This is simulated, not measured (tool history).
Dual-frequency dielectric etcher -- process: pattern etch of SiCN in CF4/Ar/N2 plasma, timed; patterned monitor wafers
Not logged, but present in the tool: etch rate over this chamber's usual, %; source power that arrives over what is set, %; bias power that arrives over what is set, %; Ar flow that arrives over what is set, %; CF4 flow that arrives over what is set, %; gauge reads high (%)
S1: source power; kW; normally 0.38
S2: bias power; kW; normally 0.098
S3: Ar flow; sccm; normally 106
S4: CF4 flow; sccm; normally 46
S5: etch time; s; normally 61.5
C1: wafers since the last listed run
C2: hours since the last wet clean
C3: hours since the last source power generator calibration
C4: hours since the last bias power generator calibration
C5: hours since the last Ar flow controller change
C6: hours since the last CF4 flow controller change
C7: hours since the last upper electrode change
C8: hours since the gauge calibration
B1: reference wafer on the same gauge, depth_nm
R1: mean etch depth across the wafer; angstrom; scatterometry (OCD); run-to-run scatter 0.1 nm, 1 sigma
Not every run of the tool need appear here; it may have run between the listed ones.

| run | hour | S1 | S2 | S3 | S4 | S5 | C1 | C2 | C3 | C4 | C5 | C6 | C7 | C8 | B1 | R1 |
|---|---|---|---|---|---|---|---|---|---|---|---|---|---|---|---|---|
| 1 | 0 | 0.38 | 0.113 | 106 | 46 | 66 | 0 | 414.5 | 3194.6 | 2256.1 | 4530 | 3201.1 | 4170.1 | 1545.6 | 58.16 | 547.3 |
|  | 96.1 | Ar flow controller replaced |
| 2 | 96.6 | 0.38 | 0.098 | 106 | 46 | 46 | 1015 | 511.1 | 3291.2 | 2352.7 | 0.5 | 3297.7 | 4266.7 | 1642.2 | 58.18 | 366.9 |
| 3 | 135.8 | 0.38 | 0.098 | 106 | 52 | 61.5 | 439 | 550.3 | 3330.4 | 2391.9 | 39.7 | 3336.9 | 4305.9 | 1681.4 | 58.17 | 501 |
|  | 233.4 | wet clean of the chamber |
| 4 | 233.9 | 0.38 | 0.098 | 117 | 46 | 72 | 830 | 0.5 | 3428.5 | 2490 | 137.8 | 3435 | 4404 | 1779.5 | 58.24 | 545.9 |
| 5 | 295 | 0.38 | 0.098 | 122 | 35 | 76.5 | 684 | 61.6 | 3489.6 | 2551.1 | 198.9 | 3496.1 | 4465.1 | 1840.6 | 58.18 | 548.9 |
| 6 | 351.5 | 0.42 | 0.098 | 92 | 52 | 61.5 | 633 | 118.1 | 3546.1 | 2607.6 | 255.4 | 3552.6 | 4521.6 | 1897.1 | 58.19 | 559.3 |
| 7 | 458.3 | 0.38 | 0.098 | 106 | 46 | 61.5 | 1197 | 224.9 | 3652.9 | 2714.4 | 362.2 | 3659.4 | 4628.4 | 2003.9 | 58.16 | 481.4 |
| 8 | 561.5 | 0.38 | 0.098 | 125 | 46 | 55 | 1156 | 328.1 | 3756.1 | 2817.6 | 465.4 | 3762.6 | 4731.6 | 2107.1 | 58.17 | 415.6 |
|  | 589.5 | bias power generator calibrated |
|  | 603.7 | upper electrode replaced |
| 9 | 618.3 | 0.34 | 0.098 | 106 | 56 | 56 | 433 | 384.9 | 3812.9 | 28.8 | 522.2 | 3819.4 | 14.6 | 2163.9 | 58.24 | 404.4 |
|  | 629.5 | CF4 flow controller replaced |
| 10 | 702.9 | 0.44 | 0.082 | 106 | 46 | 52.5 | 881 | 469.5 | 3897.5 | 113.4 | 606.8 | 73.4 | 99.2 | 2248.5 | 58.21 | 458.6 |
| 11 | 762.1 | 0.38 | 0.098 | 88 | 46 | 54 | 663 | 528.7 | 3956.7 | 172.6 | 666 | 132.6 | 158.4 | 2307.7 | 58.2 | 447.7 |
| 12 | 852.2 | 0.38 | 0.081 | 131 | 46 | 61.5 | 1009 | 618.8 | 4046.8 | 262.7 | 756.1 | 222.7 | 248.5 | 2397.8 | 58.23 | 440.3 |
|  | 913.6 | source power generator calibrated |
|  | 913.8 | wet clean of the chamber |
| 13 | 914.3 | 0.38 | 0.098 | 106 | 46 | 61.5 | 648 | 0.5 | 0.7 | 324.8 | 818.2 | 284.8 | 310.6 | 2459.9 | 58.22 | 490.4 |
|  | 916.9 | gauge calibrated |
| 14 | 996.3 | 0.38 | 0.084 | 106 | 53 | 61.5 | 919 | 82.5 | 82.7 | 406.8 | 900.2 | 366.8 | 392.6 | 79.4 | 58.19 | 481.6 |
| 15 | 1095.9 | 0.48 | 0.079 | 94 | 39 | 61.5 | 1116 | 182.1 | 182.3 | 506.4 | 999.8 | 466.4 | 492.2 | 179 | 58.21 | 587.7 |

What does the tool deliver on the next run?
| 16 | 1175.6 | 0.38 | 0.098 | 123 | 46 | 61.5 | 893 | 261.8 | 262 | 586.1 | 1079.5 | 546.1 | 571.9 | 258.7 | ? | ? |

Logged for run 16: B1 58.25, R1 480.2 angstrom.
Were there no unlogged condition in the tool, this run, its random variation unchanged, would have produced R1 471.9 angstrom.
